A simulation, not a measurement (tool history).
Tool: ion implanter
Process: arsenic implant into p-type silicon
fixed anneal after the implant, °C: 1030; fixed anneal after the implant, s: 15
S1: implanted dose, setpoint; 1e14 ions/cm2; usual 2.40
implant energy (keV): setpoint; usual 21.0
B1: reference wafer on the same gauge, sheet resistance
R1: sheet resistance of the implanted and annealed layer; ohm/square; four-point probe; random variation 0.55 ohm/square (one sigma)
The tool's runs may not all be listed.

run 1 hour=0.0 | S1=2.40 implant_energy_(keV)=21.0 | B1=315.05 | R1=360.20
run 2 hour=14.3 | S1=2.40 implant_energy_(keV)=21.0 | B1=314.82 | R1=360.41
run 3 hour=28.5 | S1=2.40 implant_energy_(keV)=21.0 | B1=314.98 | R1=361.17
run 4 hour=62.5 | S1=2.40 implant_energy_(keV)=21.0 | B1=315.04 | R1=359.77
run 5 hour=79.6 | S1=2.13 implant_energy_(keV)=21.0 | B1=314.88 | R1=394.29
run 6 hour=91.3 | S1=2.83 implant_energy_(keV)=21.0 | B1=314.97 | R1=318.70
-- hour=101.2 Faraday cup replaced and dose calibrated
run 7 hour=105.6 | S1=2.83 implant_energy_(keV)=21.0 | B1=314.91 | R1=310.77
run 8 hour=115.9 | S1=2.40 implant_energy_(keV)=17.5 | B1=315.04 | R1=361.28
-- hour=124.0 gauge calibrated
-- hour=136.9 extraction supply calibrated
-- hour=142.8 Faraday cup replaced and dose calibrated, repeated, since the last time left the tool worse
run 9 hour=143.3 | S1=2.40 implant_energy_(keV)=17.5 | B1=314.86 | R1=377.09
run 10 hour=146.0 | S1=2.87 implant_energy_(keV)=23.0 | B1=315.03 | R1=318.17
run 11 hour=157.2 | S1=2.71 implant_energy_(keV)=21.0 | B1=314.97 | R1=336.27
run 12 hour=163.8 | S1=1.83 implant_energy_(keV)=18.5 | B1=315.02 | R1=459.08
run 13 hour=173.1 | S1=1.98 implant_energy_(keV)=16.5 | B1=314.93 | R1=438.65
run 14 hour=182.2 | S1=2.68 implant_energy_(keV)=25.5 | B1=315.07 | R1=329.83
run 15 hour=197.4 | S1=2.07 implant_energy_(keV)=28.0 | B1=314.83 | R1=395.58
run 16 hour=214.8 | S1=2.40 implant_energy_(keV)=28.0 | B1=315.00 | R1=354.51
run 17 hour=224.9 | S1=2.07 implant_energy_(keV)=28.0 | B1=314.98 | R1=395.17
run 18 hour=239.2 | S1=2.40 implant_energy_(keV)=21.0 | B1=314.98 | R1=367.84
run 19 hour=247.0 | S1=2.09 implant_energy_(keV)=24.0 | B1=314.93 | R1=400.70

4 ways to go on from here, each from the tool as it stands after run 19. What would each give?
run A hour=247.4 | S1=2.40 implant_energy_(keV)=24.0 | B1=? | R1=?
run B hour=247.4 | S1=3.06 implant_energy_(keV)=25.0 | B1=? | R1=?
run C hour=247.4 | S1=2.99 implant_energy_(keV)=26.5 | B1=? | R1=?
run D hour=247.4 | S1=2.07 implant_energy_(keV)=21.0 | B1=? | R1=?

run=A B1=315.06 R1=361.30
run=B B1=315.06 R1=299.22
run=C B1=315.06 R1=302.10
run=D B1=315.06 R1=411.07
Without the tool's hidden state the same runs would have given:
run=A R1=362.63
run=B R1=300.33
run=C R1=303.22
run=D R1=412.58
